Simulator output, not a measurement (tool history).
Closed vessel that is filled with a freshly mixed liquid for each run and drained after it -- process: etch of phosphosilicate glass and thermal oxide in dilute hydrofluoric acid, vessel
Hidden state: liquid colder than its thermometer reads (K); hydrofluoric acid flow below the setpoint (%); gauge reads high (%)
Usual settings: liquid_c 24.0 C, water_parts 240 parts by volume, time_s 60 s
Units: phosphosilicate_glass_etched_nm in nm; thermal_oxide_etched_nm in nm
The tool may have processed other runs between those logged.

run,hour,liquid_c,water_parts,time_s,wafers since the last listed run,hours since the thermometer was replaced,hours since the hydrofluoric acid flow meter was replaced,hours since the gauge calibration,"read-back film thickness of the phosphosilicate glass reference wafer, read on the same gauge (nm)","read-back film thickness of the thermal oxide reference wafer, read on the same gauge (nm)",phosphosilicate_glass_etched_nm,thermal_oxide_etched_nm
1,0.0,24.0,240,75,0,742.8,253.2,294.5,70.00,79.978,23.95,1.107
# hour 5.0: hydrofluoric acid flow meter replaced, repeated, since the last time left the tool worse
2,26.8,24.0,120,60,2090,769.6,21.8,321.3,70.03,79.997,53.52,2.455
3,43.0,24.0,240,60,1312,785.8,38.0,337.5,69.96,80.002,23.58,1.104
4,60.7,19.0,240,60,1433,803.5,55.7,355.2,70.02,79.998,19.21,0.938
# hour 81.2: thermometer replaced
5,90.6,24.0,240,60,2341,9.4,85.6,385.1,70.01,80.037,22.86,1.119
6,120.1,19.0,240,60,2389,38.9,115.1,414.6,70.00,80.003,19.02,0.846
7,154.9,27.0,240,75,2819,73.7,149.9,449.4,70.05,79.965,31.61,1.529
8,186.2,24.0,240,60,2535,105.0,181.2,480.7,70.04,80.016,22.74,1.064
9,198.3,24.0,240,60,980,117.1,193.3,492.8,70.01,79.997,22.81,1.035
10,214.2,24.0,240,60,1288,133.0,209.2,508.7,70.02,79.965,22.34,1.107
11,242.5,24.0,240,60,2292,161.3,237.5,537.0,69.99,80.044,22.45,1.070
12,267.1,28.5,285,30,1992,185.9,262.1,561.6,69.98,80.005,10.59,0.476
13,299.6,24.0,240,60,2633,218.4,294.6,594.1,70.03,79.998,22.21,1.018
# hour 329.6: gauge calibrated
14,333.4,24.0,240,60,2738,252.2,328.4,3.8,70.03,79.981,22.22,1.136
15,396.3,29.0,335,60,5095,315.1,391.3,66.7,69.96,79.942,16.64,0.793
# hour 426.3: hydrofluoric acid flow meter replaced
16,430.6,25.5,330,90,2697,349.4,4.3,101.0,69.98,80.020,24.77,1.110
17,451.2,24.0,130,60,1668,370.0,24.9,121.6,69.98,80.002,48.93,2.244
18,473.8,24.0,355,45,1830,392.6,47.5,144.2,70.00,80.014,10.57,0.501
19,488.6,19.5,240,45,1199,407.4,62.3,159.0,69.95,79.979,14.60,0.675
20,506.7,27.5,140,60,1466,425.5,80.4,177.1,70.00,79.968,50.35,2.299
21,534.3,29.0,120,90,2236,453.1,108.0,204.7,69.99,79.989,95.03,4.300
22,552.6,24.0,240,85,1482,471.4,126.3,223.0,69.99,79.985,32.53,1.495
23,623.2,28.5,310,80,5719,542.0,196.9,293.6,69.95,79.977,25.27,1.243
24,645.7,19.5,270,35,1822,564.5,219.4,316.1,69.99,80.006,9.61,0.458
25,667.5,24.0,240,60,1766,586.3,241.2,337.9,70.01,80.049,22.51,1.017

Consider 4 possible next runs. They are alternatives, not a sequence: every one starts from the tool as it was left by run 25. What does each give?
A,668.2,24.0,240,30,56,587.0,241.9,338.6,?,?,?,?
B,668.2,22.0,240,35,56,587.0,241.9,338.6,?,?,?,?
C,668.2,29.0,135,35,56,587.0,241.9,338.6,?,?,?,?
D,668.2,22.0,240,60,56,587.0,241.9,338.6,?,?,?,?

run,"read-back film thickness of the phosphosilicate glass reference wafer, read on the same gauge (nm)","read-back film thickness of the thermal oxide reference wafer, read on the same gauge (nm)",phosphosilicate_glass_etched_nm,thermal_oxide_etched_nm
A,70.03,80.021,11.22,0.519
B,70.03,80.021,12.17,0.563
C,70.03,80.021,31.60,1.461
D,70.03,80.021,20.87,0.965
Without the tool's unlogged condition, the same runs would have read:
run,phosphosilicate_glass_etched_nm,thermal_oxide_etched_nm
A,11.74,0.543
B,12.73,0.589
C,32.97,1.525
D,21.83,1.009
